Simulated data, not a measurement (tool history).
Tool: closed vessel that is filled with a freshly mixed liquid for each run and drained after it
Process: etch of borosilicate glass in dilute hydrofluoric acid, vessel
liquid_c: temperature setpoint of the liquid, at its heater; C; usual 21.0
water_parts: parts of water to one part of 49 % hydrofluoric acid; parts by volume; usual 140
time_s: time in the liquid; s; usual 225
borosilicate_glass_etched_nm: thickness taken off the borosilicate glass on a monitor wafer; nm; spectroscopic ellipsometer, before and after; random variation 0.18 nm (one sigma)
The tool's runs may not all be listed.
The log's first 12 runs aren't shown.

run,day,liquid_c,water_parts,time_s,wafers since the last listed run,hours since the thermometer was replaced,hours since the hydrofluoric acid flow meter was replaced,hours since the gauge calibration,"read-back film thickness of the borosilicate glass reference wafer, read on the same gauge (nm)",borosilicate_glass_etched_nm
13,50.025,17.0,195,165,4351,1064.2,738.5,778.4,109.99,17.13
14,54.383,21.0,190,285,6093,1168.8,843.1,883.0,109.98,35.86
15,56.792,21.0,90,90,3367,1226.6,900.9,940.8,110.03,26.54
16,58.733,21.0,140,225,2714,1273.2,947.5,987.4,109.98,40.38
# day 58.821: thermometer replaced
17,60.967,21.0,140,115,3064,51.5,1001.1,1041.0,110.00,21.65
18,62.692,22.5,175,135,2411,92.9,1042.5,1082.4,109.99,20.61
19,66.096,21.0,140,225,4759,174.6,1124.2,1164.1,110.00,42.33
20,67.988,18.5,120,340,2644,220.0,1169.6,1209.5,110.00,68.89
# day 68.500: hydrofluoric acid flow meter replaced
21,70.525,25.5,115,315,3489,280.9,48.6,1270.4,110.01,87.63
22,74.758,21.0,140,280,5918,382.5,150.2,1372.0,109.98,52.03
23,77.662,18.5,140,175,4060,452.2,219.9,1441.7,110.00,29.39
24,79.762,21.0,140,110,2936,502.6,270.3,1492.1,110.01,20.34
25,81.275,22.5,170,310,2114,538.9,306.6,1528.4,110.02,48.36
26,84.092,17.5,140,105,3938,606.5,374.2,1596.0,110.00,16.83
27,86.604,21.0,140,225,3512,666.8,434.5,1656.3,110.01,41.26
28,89.071,18.0,105,170,3448,726.0,493.7,1715.5,109.99,38.16
29,93.333,21.0,160,135,5959,828.3,596.0,1817.8,110.00,21.19
30,97.100,19.5,120,170,5266,918.7,686.4,1908.2,109.98,34.62
31,105.646,21.0,140,285,11948,1123.8,891.5,2113.3,110.00,51.43
# day 107.475: thermometer replaced
32,108.412,21.0,140,225,3809,22.5,957.9,2179.7,110.01,42.22

Forecast each of these 4 alternatives for the next run:
A,108.442,21.0,140,225,40,23.2,958.6,2180.4,?,?
B,108.442,24.5,110,190,40,23.2,958.6,2180.4,?,?
C,108.442,23.5,90,225,40,23.2,958.6,2180.4,?,?
D,108.442,23.5,140,120,40,23.2,958.6,2180.4,?,?

run,"read-back film thickness of the borosilicate glass reference wafer, read on the same gauge (nm)",borosilicate_glass_etched_nm
A,110.02,42.17
B,110.02,53.84
C,110.02,76.76
D,110.02,24.80
Without the tool's hidden state the same runs would have given:
run,borosilicate_glass_etched_nm
A,42.27
B,53.97
C,76.95
D,24.86
